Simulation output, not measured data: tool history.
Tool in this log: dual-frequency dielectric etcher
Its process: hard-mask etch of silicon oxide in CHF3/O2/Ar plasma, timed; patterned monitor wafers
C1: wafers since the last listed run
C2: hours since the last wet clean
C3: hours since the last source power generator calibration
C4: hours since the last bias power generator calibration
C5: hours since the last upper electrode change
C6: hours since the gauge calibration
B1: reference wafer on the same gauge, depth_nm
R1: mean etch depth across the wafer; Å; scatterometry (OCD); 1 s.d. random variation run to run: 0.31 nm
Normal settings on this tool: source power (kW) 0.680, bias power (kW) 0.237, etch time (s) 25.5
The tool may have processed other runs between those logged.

Run 1, hour 0.0: usual settings; C1 0; C2 198.9; C3 129.3; C4 2539.9; C5 2835.4; C6 2188.5; B1 53.0. Result: R1 533 Å.
At hour 38.8: gauge calibrated.
Run 2, hour 46.6: usual settings but bias power (kW) 0.270; C1 430; C2 245.5; C3 175.9; C4 2586.5; C5 2882.0; C6 7.8; B1 54.7. Result: R1 576 Å.
Run 3, hour 115.2: usual settings; C1 633; C2 314.1; C3 244.5; C4 2655.1; C5 2950.6; C6 76.4; B1 54.5. Result: R1 546 Å.
Run 4, hour 185.4: usual settings; C1 647; C2 384.3; C3 314.7; C4 2725.3; C5 3020.8; C6 146.6; B1 54.5. Result: R1 547 Å.
Run 5, hour 277.8: usual settings; C1 852; C2 476.7; C3 407.1; C4 2817.7; C5 3113.2; C6 239.0; B1 54.3. Result: R1 543 Å.
Run 6, hour 367.5: usual settings; C1 827; C2 566.4; C3 496.8; C4 2907.4; C5 3202.9; C6 328.7; B1 54.2. Result: R1 544 Å.
At hour 391.9: wet clean of the chamber.
Run 7, hour 418.9: usual settings; C1 252; C2 27.0; C3 548.2; C4 2958.8; C5 3254.3; C6 380.1; B1 54.1. Result: R1 548 Å.
Run 8, hour 478.3: usual settings but bias power (kW) 0.280; C1 548; C2 86.4; C3 607.6; C4 3018.2; C5 3313.7; C6 439.5; B1 54.1. Result: R1 567 Å.
Run 9, hour 567.0: usual settings; C1 818; C2 175.1; C3 696.3; C4 3106.9; C5 3402.4; C6 528.2; B1 54.0. Result: R1 543 Å.
At hour 577.9: bias power generator calibrated.
At hour 610.3: upper electrode replaced.
Run 10, hour 610.8: usual settings but bias power (kW) 0.295, etch time (s) 22.5; C1 145; C2 218.9; C3 740.1; C4 32.9; C5 0.5; C6 572.0; B1 53.9. Result: R1 510 Å.
Run 11, hour 678.1: usual settings; C1 621; C2 286.2; C3 807.4; C4 100.2; C5 67.8; C6 639.3; B1 53.8. Result: R1 544 Å.
Run 12, hour 744.2: usual settings; C1 610; C2 352.3; C3 873.5; C4 166.3; C5 133.9; C6 705.4; B1 53.8. Result: R1 536 Å.
Run 13, hour 799.9: usual settings but etch time (s) 22.5; C1 514; C2 408.0; C3 929.2; C4 222.0; C5 189.6; C6 761.1; B1 53.7. Result: R1 478 Å.
Run 14, hour 857.4: usual settings but source power (kW) 0.790, bias power (kW) 0.203, etch time (s) 18.5; C1 530; C2 465.5; C3 986.7; C4 279.5; C5 247.1; C6 818.6; B1 53.7. Result: R1 412 Å.
Run 15, hour 949.0: usual settings but etch time (s) 21.0; C1 845; C2 557.1; C3 1078.3; C4 371.1; C5 338.7; C6 910.2; B1 53.7. Result: R1 442 Å.
At hour 1034.9: wet clean of the chamber.
Run 16, hour 1035.4: usual settings but source power (kW) 0.760, bias power (kW) 0.287, etch time (s) 29.0; C1 575; C2 0.5; C3 1164.7; C4 457.5; C5 425.1; C6 996.6; B1 53.6. Result: R1 689 Å.
Run 17, hour 1132.6: usual settings but bias power (kW) 0.281, etch time (s) 22.5; C1 897; C2 97.7; C3 1261.9; C4 554.7; C5 522.3; C6 1093.8; B1 53.6. Result: R1 499 Å.
Run 18, hour 1204.0: usual settings but etch time (s) 31.0; C1 658; C2 169.1; C3 1333.3; C4 626.1; C5 593.7; C6 1165.2; B1 53.5. Result: R1 655 Å.
Run 19, hour 1371.4: usual settings but source power (kW) 0.550, etch time (s) 19.5; C1 1544; C2 336.5; C3 1500.7; C4 793.5; C5 761.1; C6 1332.6; B1 53.5. Result: R1 359 Å.
Run 20, hour 1442.2: usual settings but source power (kW) 0.570, bias power (kW) 0.214; C1 653; C2 407.3; C3 1571.5; C4 864.3; C5 831.9; C6 1403.4; B1 53.5. Result: R1 466 Å.
Run 21, hour 1484.1: usual settings but source power (kW) 0.840, etch time (s) 22.0; C1 386; C2 449.2; C3 1613.4; C4 906.2; C5 873.8; C6 1445.3; B1 53.4. Result: R1 521 Å.
Run 22, hour 1584.6: usual settings but etch time (s) 33.0; C1 927; C2 549.7; C3 1713.9; C4 1006.7; C5 974.3; C6 1545.8; B1 53.3. Result: R1 695 Å.
At hour 1668.8: wet clean of the chamber.
Run 23, hour 1685.8: usual settings but source power (kW) 0.780; C1 712; C2 17.0; C3 1815.1; C4 1107.9; C5 1075.5; C6 1647.0; B1 53.3. Result: R1 580 Å.
Run 24, hour 1753.0: usual settings but source power (kW) 0.770, bias power (kW) 0.281; C1 620; C2 84.2; C3 1882.3; C4 1175.1; C5 1142.7; C6 1714.2; B1 53.3. Result: R1 597 Å.
Run 25, hour 1795.0: usual settings; C1 387; C2 126.2; C3 1924.3; C4 1217.1; C5 1184.7; C6 1756.2; B1 53.3. Result: R1 535 Å.
Run 26, hour 1839.1: usual settings but source power (kW) 0.850, etch time (s) 19.0; C1 407; C2 170.3; C3 1968.4; C4 1261.2; C5 1228.8; C6 1800.3; B1 53.4. Result: R1 450 Å.
Run 27, hour 1901.4: usual settings but bias power (kW) 0.281; C1 574; C2 232.6; C3 2030.7; C4 1323.5; C5 1291.1; C6 1862.6; B1 53.3. Result: R1 565 Å.
At hour 1936.2: source power generator calibrated.
Run 28, hour 1959.4: usual settings but source power (kW) 0.780, bias power (kW) 0.180; C1 498; C2 290.6; C3 23.2; C4 1381.5; C5 1349.1; C6 1920.6; B1 53.3. Result: R1 544 Å.
Run 29, hour 2018.3: usual settings but source power (kW) 0.580, bias power (kW) 0.288, etch time (s) 32.5; C1 543; C2 349.5; C3 82.1; C4 1440.4; C5 1408.0; C6 1979.5; B1 53.3. Result: R1 650 Å.

A few steps of R1 between consecutive runs. Split each: what settings, incoming material and random variation would produce without the hidden state, and what is left over for the hidden state, along with gauge scatter present in only one of the two compared results (measured, and without hidden state):
Hidden state present: etch rate over this chamber's usual, %; source power that arrives over what is set, %; bias power that arrives over what is set, %; gauge reads high (%).
Run 1 -> 2: bias power (kW) 0.237 -> 0.270, gauge calibrated. R1 +43 Å: hidden state +15, all else +28.
Run 15 -> 16: source power (kW) 0.680 -> 0.760, bias power (kW) 0.237 -> 0.287, etch time (s) 21.0 -> 29.0, wet clean of the chamber. R1 +247 Å: hidden state -6, all else +253.
Run 18 -> 19: source power (kW) 0.680 -> 0.550, etch time (s) 31.0 -> 19.5. R1 -296 Å: hidden state +7, all else -303.

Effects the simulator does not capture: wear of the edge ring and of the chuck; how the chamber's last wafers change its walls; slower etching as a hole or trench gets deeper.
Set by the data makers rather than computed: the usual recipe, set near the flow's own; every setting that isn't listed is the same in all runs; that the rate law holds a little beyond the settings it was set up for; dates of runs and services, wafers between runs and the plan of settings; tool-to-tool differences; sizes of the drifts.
